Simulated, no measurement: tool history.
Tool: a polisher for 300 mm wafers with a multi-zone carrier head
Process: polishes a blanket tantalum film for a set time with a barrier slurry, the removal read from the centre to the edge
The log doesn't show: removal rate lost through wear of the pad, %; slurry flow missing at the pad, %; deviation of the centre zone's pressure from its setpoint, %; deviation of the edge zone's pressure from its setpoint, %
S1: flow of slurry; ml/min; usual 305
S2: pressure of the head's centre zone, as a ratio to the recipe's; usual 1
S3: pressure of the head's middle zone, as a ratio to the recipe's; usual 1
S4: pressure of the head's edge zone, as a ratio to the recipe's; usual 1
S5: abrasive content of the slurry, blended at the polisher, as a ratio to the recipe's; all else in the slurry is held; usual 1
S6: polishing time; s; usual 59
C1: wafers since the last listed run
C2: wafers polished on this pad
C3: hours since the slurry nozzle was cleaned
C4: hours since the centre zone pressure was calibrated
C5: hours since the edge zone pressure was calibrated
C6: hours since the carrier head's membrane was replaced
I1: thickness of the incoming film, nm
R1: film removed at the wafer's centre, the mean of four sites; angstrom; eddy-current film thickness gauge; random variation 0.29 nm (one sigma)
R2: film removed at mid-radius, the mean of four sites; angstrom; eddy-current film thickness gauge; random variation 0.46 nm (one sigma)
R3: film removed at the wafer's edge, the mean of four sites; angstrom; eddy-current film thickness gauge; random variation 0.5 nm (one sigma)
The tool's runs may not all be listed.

run 1 day=0 | S1=305 S2=1 S3=1 S4=1 S5=1 S6=59 | C1=0 C2=227 C3=649 C4=1107.9 C5=233.6 C6=1157.7 | I1=228.8 | R1=606 R2=678 R3=647
run 2 day=0.633 | S1=305 S2=1 S3=1 S4=1 S5=1 S6=59 | C1=164 C2=391 C3=664.2 C4=1123.1 C5=248.8 C6=1172.9 | I1=228.8 | R1=601 R2=676 R3=650
run 3 day=1.254 | S1=305 S2=1 S3=1 S4=1.08 S5=0.85 S6=59 | C1=160 C2=552 C3=679.1 C4=1138 C5=263.7 C6=1187.8 | I1=230.1 | R1=566 R2=631 R3=639
run 4 day=1.888 | S1=305 S2=1 S3=1 S4=1.08 S5=0.85 S6=59 | C1=164 C2=716 C3=694.3 C4=1153.2 C5=278.9 C6=1203 | I1=230.2 | R1=562 R2=625 R3=635
run 5 day=2.35 | S1=365 S2=1 S3=1 S4=1 S5=1 S6=59 | C1=119 C2=836 C3=705.4 C4=1164.3 C5=290 C6=1214.1 | I1=230.9 | R1=601 R2=671 R3=650
-- day=3.475 worn pad replaced by a new one
run 6 day=3.496 | S1=365 S2=1 S3=1 S4=1 S5=1 S6=59 | C1=253 C2=5 C3=732.9 C4=1191.8 C5=317.5 C6=1241.6 | I1=233.3 | R1=604 R2=678 R3=656
run 7 day=3.721 | S1=305 S2=1.09 S3=1 S4=1 S5=1 S6=59 | C1=58 C2=63 C3=738.3 C4=1197.2 C5=322.9 C6=1247 | I1=231 | R1=654 R2=669 R3=651
-- day=4.062 centre zone pressure recalibrated
run 8 day=4.104 | S1=305 S2=1.09 S3=1 S4=1 S5=1 S6=59 | C1=77 C2=141 C3=747.5 C4=1 C5=332.1 C6=1256.2 | I1=228.5 | R1=752 R2=672 R3=644
run 9 day=4.683 | S1=305 S2=1.09 S3=1 S4=1 S5=1 S6=59 | C1=150 C2=291 C3=761.4 C4=14.9 C5=346 C6=1270.1 | I1=230.6 | R1=745 R2=675 R3=650
run 10 day=5.25 | S1=305 S2=1.04 S3=1 S4=1 S5=1 S6=59 | C1=146 C2=438 C3=775 C4=28.5 C5=359.6 C6=1283.7 | I1=228.9 | R1=705 R2=674 R3=647
run 11 day=5.533 | S1=305 S2=1 S3=1 S4=1 S5=1 S6=59 | C1=73 C2=511 C3=781.8 C4=35.3 C5=366.4 C6=1290.5 | I1=232.5 | R1=681 R2=673 R3=646
run 12 day=6.158 | S1=305 S2=0.94 S3=1.07 S4=1 S5=1 S6=59 | C1=162 C2=673 C3=796.8 C4=50.3 C5=381.4 C6=1305.5 | I1=230.5 | R1=639 R2=714 R3=647
-- day=6.217 slurry nozzle cleaned
run 13 day=6.829 | S1=385 S2=1 S3=1 S4=1.12 S5=1 S6=59 | C1=163 C2=837 C3=14.7 C4=66.4 C5=397.5 C6=1321.6 | I1=234.2 | R1=696 R2=685 R3=697
-- day=7.179 edge zone pressure recalibrated
-- day=7.367 worn pad replaced by a new one
-- day=7.379 carrier head's membrane replaced by a new one
run 14 day=7.4 | S1=305 S2=1.09 S3=1 S4=0.89 S5=1 S6=59 | C1=80 C2=5 C3=28.4 C4=80.1 C5=5.3 C6=0.5 | I1=229.1 | R1=740 R2=671 R3=614
run 15 day=7.504 | S1=305 S2=0.9 S3=1 S4=1 S5=1 S6=64 | C1=27 C2=32 C3=30.9 C4=82.6 C5=7.8 C6=3 | I1=229.1 | R1=663 R2=729 R3=704
run 16 day=8.188 | S1=305 S2=1 S3=1 S4=1 S5=1 S6=59 | C1=177 C2=209 C3=47.3 C4=99 C5=24.2 C6=19.4 | I1=225.2 | R1=683 R2=665 R3=653
run 17 day=8.479 | S1=360 S2=1 S3=1.12 S4=1 S5=1 S6=73 | C1=75 C2=285 C3=54.3 C4=106 C5=31.2 C6=26.4 | I1=234.3 | R1=857 R2=928 R3=810
run 18 day=9.004 | S1=380 S2=1 S3=1 S4=1 S5=1 S6=59 | C1=136 C2=421 C3=66.9 C4=118.6 C5=43.8 C6=39 | I1=231.5 | R1=695 R2=683 R3=655
run 19 day=9.346 | S1=335 S2=1 S3=1 S4=1 S5=1 S6=59 | C1=88 C2=510 C3=75.1 C4=126.8 C5=52 C6=47.2 | I1=226.3 | R1=689 R2=678 R3=649

Forecast each of these 5 alternatives for the next run:
run A day=9.362 | S1=305 S2=1 S3=1 S4=1 S5=1 S6=59 | C1=4 C2=514 C3=75.5 C4=127.2 C5=52.4 C6=47.6 | I1=230.7 | R1=? R2=? R3=?
run B day=9.362 | S1=305 S2=1 S3=1 S4=1.05 S5=1 S6=77 | C1=4 C2=514 C3=75.5 C4=127.2 C5=52.4 C6=47.6 | I1=230.7 | R1=? R2=? R3=?
run C day=9.362 | S1=240 S2=1 S3=1 S4=1 S5=0.9 S6=59 | C1=4 C2=514 C3=75.5 C4=127.2 C5=52.4 C6=47.6 | I1=230.7 | R1=? R2=? R3=?
run D day=9.362 | S1=305 S2=0.94 S3=1 S4=1 S5=1 S6=69 | C1=4 C2=514 C3=75.5 C4=127.2 C5=52.4 C6=47.6 | I1=230.7 | R1=? R2=? R3=?
run E day=9.362 | S1=305 S2=1 S3=1 S4=1 S5=1 S6=67 | C1=4 C2=514 C3=75.5 C4=127.2 C5=52.4 C6=47.6 | I1=230.7 | R1=? R2=? R3=?

run=A R1=676 R2=680 R3=641
run=B R1=882 R2=887 R3=857
run=C R1=632 R2=637 R3=606
run=D R1=742 R2=795 R3=750
run=E R1=767 R2=772 R3=728
Without the tool's hidden state the same runs would have given:
run=A R1=672 R2=683 R3=645
run=B R1=877 R2=891 R3=862
run=C R1=628 R2=641 R3=609
run=D R1=738 R2=799 R3=754
run=E R1=763 R2=775 R3=732

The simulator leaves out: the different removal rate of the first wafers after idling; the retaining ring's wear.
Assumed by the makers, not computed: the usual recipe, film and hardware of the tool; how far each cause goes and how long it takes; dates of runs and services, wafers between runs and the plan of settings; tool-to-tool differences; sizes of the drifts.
